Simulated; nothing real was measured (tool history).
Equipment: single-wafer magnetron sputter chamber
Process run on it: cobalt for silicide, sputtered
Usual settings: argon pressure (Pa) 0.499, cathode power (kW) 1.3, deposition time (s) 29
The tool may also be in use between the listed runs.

run,hour,argon pressure (Pa),cathode power (kW),deposition time (s),"read-back reference wafer on the same gauge, thickness_nm",mean film thickness on the monitor wafer (angstrom)
1,0,0.499,1.3,29,15.11,186.14
2,6.3,0.618,1.3,29,15.082,179.23
3,28.8,0.499,1.3,29,15.096,186.12
4,38,0.499,1.3,29,15.108,186.33
5,54.5,0.499,1.3,29,15.102,186.48
6,62.7,0.499,1.3,29,15.095,185.61
7,95.6,0.499,1.3,29,15.104,185.53
# hour 112.6: magnet pack replaced
8,113.1,0.499,1.3,29,15.091,187.98
9,117.2,0.499,1.3,29,15.079,187.21
10,130.4,0.499,1.3,29,15.114,186.59
11,143.6,0.499,1.3,29,15.106,186.41
12,159.3,0.499,1.2,29,15.085,176.74
13,169.1,0.562,1.2,29,15.103,172.3
14,181.7,0.499,1.3,29,15.105,187.1
# hour 191.5: capacitance manometer re-zeroed and calibrated
# hour 193.1: gauge calibrated
# hour 211.7: sputter target and shields replaced
15,224.7,0.323,1,24.6,15.101,140.02
16,242.4,0.347,1.05,24.2,15.082,140.91
17,263.9,0.499,1.3,23.9,15.086,154.14
18,274.2,0.63,1.1,29,15.1,159.52
19,280.9,0.635,1,32.9,15.095,169.04
20,299.4,0.438,1.45,26.6,15.097,188.14

Below are 4 alternative next runs, each starting from the tool's condition after run 20. Predict each:
A,299.8,0.499,1.3,29,?,?
B,299.8,0.625,1.6,23.7,?,?
C,299.8,0.381,1.15,24,?,?
D,299.8,0.597,1.5,29,?,?

run,"read-back reference wafer on the same gauge, thickness_nm",mean film thickness on the monitor wafer (angstrom)
A,15.112,185.47
B,15.112,169.77
C,15.112,146.1
D,15.112,199.69
The same runs, with their run-to-run variation unchanged, on a tool lacking any hidden condition would have given:
run,mean film thickness on the monitor wafer (angstrom)
A,185.47
B,169.77
C,146.1
D,199.69

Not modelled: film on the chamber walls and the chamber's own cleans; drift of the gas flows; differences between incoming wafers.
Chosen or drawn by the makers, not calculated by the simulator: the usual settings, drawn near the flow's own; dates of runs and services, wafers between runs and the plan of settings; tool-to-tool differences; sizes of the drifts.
